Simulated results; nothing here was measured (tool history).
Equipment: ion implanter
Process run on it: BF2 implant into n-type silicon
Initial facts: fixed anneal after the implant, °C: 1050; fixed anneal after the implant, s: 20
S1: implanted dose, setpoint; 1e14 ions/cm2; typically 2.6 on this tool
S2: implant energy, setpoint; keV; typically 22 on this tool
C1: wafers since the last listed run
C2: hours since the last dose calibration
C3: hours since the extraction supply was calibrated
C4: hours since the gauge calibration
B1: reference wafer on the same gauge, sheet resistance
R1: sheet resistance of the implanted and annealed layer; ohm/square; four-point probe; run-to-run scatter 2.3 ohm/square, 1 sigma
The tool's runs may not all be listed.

run,day,S1,S2,C1,C2,C3,C4,B1,R1
1,0,2.6,19,0,415.3,336.6,2174.8,408.29,438.25
2,2.154,2.6,19,936,467,388.3,2226.5,408.66,436.42
3,4.696,2.6,19,1105,528,449.3,2287.5,408.4,440.01
# day 6.038: Faraday cup replaced and dose calibrated
4,6.812,2.02,22,775,18.6,500.1,2338.3,408.58,532.39
5,11.146,2.6,22,1883,122.6,604.1,2442.3,408.77,433.14
6,14.462,2.6,22,1441,202.2,683.7,2521.9,407.45,429.48
7,17.988,2.6,22,1532,286.8,768.3,2606.5,407.74,430.35
8,22.379,2.6,22,1909,392.2,873.7,2711.9,407.83,430.65
9,26.775,2.6,22,1911,497.7,979.2,2817.4,407.65,430.5
10,28.433,2.6,22,720,537.5,1019,2857.2,408.47,429.22
# day 29.754: Faraday cup replaced and dose calibrated
11,30.221,2.8,22,632,11.2,1061.9,2900.1,408.8,405.23
12,31.929,2.6,26,742,52.2,1102.9,2941.1,408.19,426.14
13,34.775,2.6,26,1237,120.5,1171.2,3009.4,408.46,420.52
14,36.771,2.08,22,867,168.4,1219.1,3057.3,407.8,515.88
15,38.379,2.08,22,699,207,1257.7,3095.9,408,523.25
16,40.662,2.08,22,992,261.8,1312.5,3150.7,407.27,516.12
# day 41.983: gauge calibrated
17,44.183,2.6,22,1530,346.3,1397,52.8,407.93,428.02
18,47.838,2.6,22,1588,434,1484.7,140.5,408.18,432.54
19,52,2.6,22,1809,533.9,1584.6,240.4,408.12,429.29
# day 53.288: Faraday cup replaced and dose calibrated
20,54.679,2.6,22,1019,33.4,1648.9,304.7,408.47,428.29
21,56.825,2.35,25.5,932,84.9,1700.4,356.2,408.49,461.69
22,58.879,3.34,17.5,893,134.2,1749.7,405.5,407.84,355.36
23,61.238,1.91,16,1025,190.8,1806.3,462.1,408.22,580.49
24,65.125,3.06,18,1690,284.1,1899.6,555.4,407.87,380.44
25,66.812,1.94,26,733,324.6,1940.1,595.9,407.77,550.17
26,69.717,3.29,25,1262,394.3,2009.8,665.6,408.75,346.59
27,72.304,2.6,22,1124,456.4,2071.9,727.7,408.27,431.12
# day 73.825: extraction supply calibrated
# day 74.712: Faraday cup replaced and dose calibrated
28,75.696,1.97,24.5,1184,23.6,44.9,809.1,408.75,540.24
29,77.462,1.9,22,768,66,87.3,851.5,408.9,566.5
30,82.167,2.24,22,2045,178.9,200.2,964.4,408.29,487.19
31,85.988,2.25,16,1661,270.6,291.9,1056.1,407.5,505.1
32,89.85,2.6,22,1679,363.3,384.6,1148.8,408.04,431.68
33,92.671,3.16,25.5,1226,431,452.3,1216.5,407.6,358.3
34,95.317,2.19,18,1150,494.5,515.8,1280,408.66,510.73
35,98.296,2.36,22,1295,566,587.3,1351.5,407.59,469.95
# day 99.712: Faraday cup replaced and dose calibrated
36,103.533,2.96,16,2132,91.7,713,1477.2,407.35,395.18
37,107.8,3.36,19.5,1854,194.1,815.4,1579.6,407.56,346.61
38,110.075,2.6,28,989,248.7,870,1634.2,408.24,419.08

Alternative continuations, all from the tool just after run 38; predict every row:
A,110.092,2.6,22,7,249.1,870.4,1634.6,?,?
B,110.092,2.84,16,7,249.1,870.4,1634.6,?,?
C,110.092,2.13,19.5,7,249.1,870.4,1634.6,?,?

run,B1,R1
A,408.32,429.54
B,408.32,409.59
C,408.32,515.24
Take away the tool's hidden state, keep each run's random variation, and the runs would have read:
run,R1
A,429.54
B,409.59
C,515.24

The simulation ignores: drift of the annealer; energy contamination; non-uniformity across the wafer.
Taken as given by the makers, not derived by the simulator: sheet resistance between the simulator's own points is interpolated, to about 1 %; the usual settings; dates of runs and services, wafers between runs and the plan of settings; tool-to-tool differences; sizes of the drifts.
